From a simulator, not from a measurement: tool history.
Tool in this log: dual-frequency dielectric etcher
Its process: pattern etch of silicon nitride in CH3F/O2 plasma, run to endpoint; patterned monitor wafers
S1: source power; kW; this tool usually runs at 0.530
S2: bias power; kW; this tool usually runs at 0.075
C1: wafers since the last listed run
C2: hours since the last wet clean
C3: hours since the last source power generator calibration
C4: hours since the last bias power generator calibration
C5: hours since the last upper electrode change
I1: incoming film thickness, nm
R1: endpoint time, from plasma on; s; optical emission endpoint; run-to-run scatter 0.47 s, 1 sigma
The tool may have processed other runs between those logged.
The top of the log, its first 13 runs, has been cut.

| run | hour | S1 | S2 | C1 | C2 | C3 | C4 | C5 | I1 | R1 |
|---|---|---|---|---|---|---|---|---|---|---|
| 14 | 159.6 | 0.530 | 0.075 | 56 | 264.5 | 3416.7 | 5142.3 | 4744.5 | 84.4 | 97.0 |
| 15 | 174.9 | 0.620 | 0.075 | 88 | 279.8 | 3432.0 | 5157.6 | 4759.8 | 84.4 | 91.8 |
| 16 | 204.3 | 0.530 | 0.075 | 170 | 309.2 | 3461.4 | 5187.0 | 4789.2 | 83.6 | 96.1 |
| 17 | 221.5 | 0.530 | 0.075 | 99 | 326.4 | 3478.6 | 5204.2 | 4806.4 | 84.2 | 95.7 |
| 18 | 228.1 | 0.400 | 0.089 | 38 | 333.0 | 3485.2 | 5210.8 | 4813.0 | 84.5 | 99.5 |
| 19 | 240.3 | 0.530 | 0.075 | 70 | 345.2 | 3497.4 | 5223.0 | 4825.2 | 84.3 | 96.7 |
|  | 248.4 | source power generator calibrated |
| 20 | 253.6 | 0.530 | 0.075 | 53 | 358.5 | 5.2 | 5236.3 | 4838.5 | 84.8 | 97.4 |
| 21 | 266.9 | 0.610 | 0.075 | 77 | 371.8 | 18.5 | 5249.6 | 4851.8 | 85.0 | 92.0 |
| 22 | 275.7 | 0.530 | 0.075 | 50 | 380.6 | 27.3 | 5258.4 | 4860.6 | 83.4 | 94.7 |
|  | 297.0 | bias power generator calibrated |
|  | 303.9 | wet clean of the chamber |
|  | 316.5 | upper electrode replaced |
| 23 | 317.0 | 0.530 | 0.075 | 103 | 13.1 | 68.6 | 20.0 | 0.5 | 85.1 | 100.0 |
| 24 | 317.3 | 0.460 | 0.061 | 1 | 13.4 | 68.9 | 20.3 | 0.8 | 83.4 | 112.5 |
| 25 | 317.7 | 0.530 | 0.075 | 2 | 13.8 | 69.3 | 20.7 | 1.2 | 84.1 | 98.4 |
| 26 | 331.1 | 0.530 | 0.075 | 77 | 27.2 | 82.7 | 34.1 | 14.6 | 83.9 | 99.0 |
| 27 | 337.6 | 0.530 | 0.068 | 37 | 33.7 | 89.2 | 40.6 | 21.1 | 84.1 | 103.3 |
| 28 | 346.7 | 0.450 | 0.066 | 52 | 42.8 | 98.3 | 49.7 | 30.2 | 83.6 | 109.9 |
| 29 | 360.6 | 0.490 | 0.065 | 80 | 56.7 | 112.2 | 63.6 | 44.1 | 84.0 | 107.3 |
| 30 | 367.8 | 0.450 | 0.092 | 41 | 63.9 | 119.4 | 70.8 | 51.3 | 84.5 | 96.8 |
| 31 | 378.9 | 0.530 | 0.075 | 64 | 75.0 | 130.5 | 81.9 | 62.4 | 83.8 | 98.3 |
| 32 | 389.6 | 0.530 | 0.075 | 61 | 85.7 | 141.2 | 92.6 | 73.1 | 84.7 | 99.4 |
| 33 | 405.7 | 0.580 | 0.086 | 93 | 101.8 | 157.3 | 108.7 | 89.2 | 84.8 | 91.7 |
| 34 | 412.8 | 0.560 | 0.075 | 41 | 108.9 | 164.4 | 115.8 | 96.3 | 84.8 | 97.7 |
| 35 | 419.4 | 0.590 | 0.090 | 38 | 115.5 | 171.0 | 122.4 | 102.9 | 83.7 | 87.2 |
| 36 | 429.4 | 0.630 | 0.081 | 57 | 125.5 | 181.0 | 132.4 | 112.9 | 84.2 | 89.2 |

Branching from run 36: 3 alternative next runs. What would each branch give?
| A | 429.9 | 0.530 | 0.088 | 2 | 126.0 | 181.5 | 132.9 | 113.4 | 84.7 | ? |
| B | 429.9 | 0.410 | 0.082 | 2 | 126.0 | 181.5 | 132.9 | 113.4 | 84.7 | ? |
| C | 429.9 | 0.460 | 0.058 | 2 | 126.0 | 181.5 | 132.9 | 113.4 | 84.7 | ? |

| run | R1 |
|---|---|
| A | 93.5 |
| B | 105.1 |
| C | 115.7 |
With no hidden state in the tool, these same runs would have given:
| run | R1 |
|---|---|
| A | 95.3 |
| B | 107.1 |
| C | 117.9 |

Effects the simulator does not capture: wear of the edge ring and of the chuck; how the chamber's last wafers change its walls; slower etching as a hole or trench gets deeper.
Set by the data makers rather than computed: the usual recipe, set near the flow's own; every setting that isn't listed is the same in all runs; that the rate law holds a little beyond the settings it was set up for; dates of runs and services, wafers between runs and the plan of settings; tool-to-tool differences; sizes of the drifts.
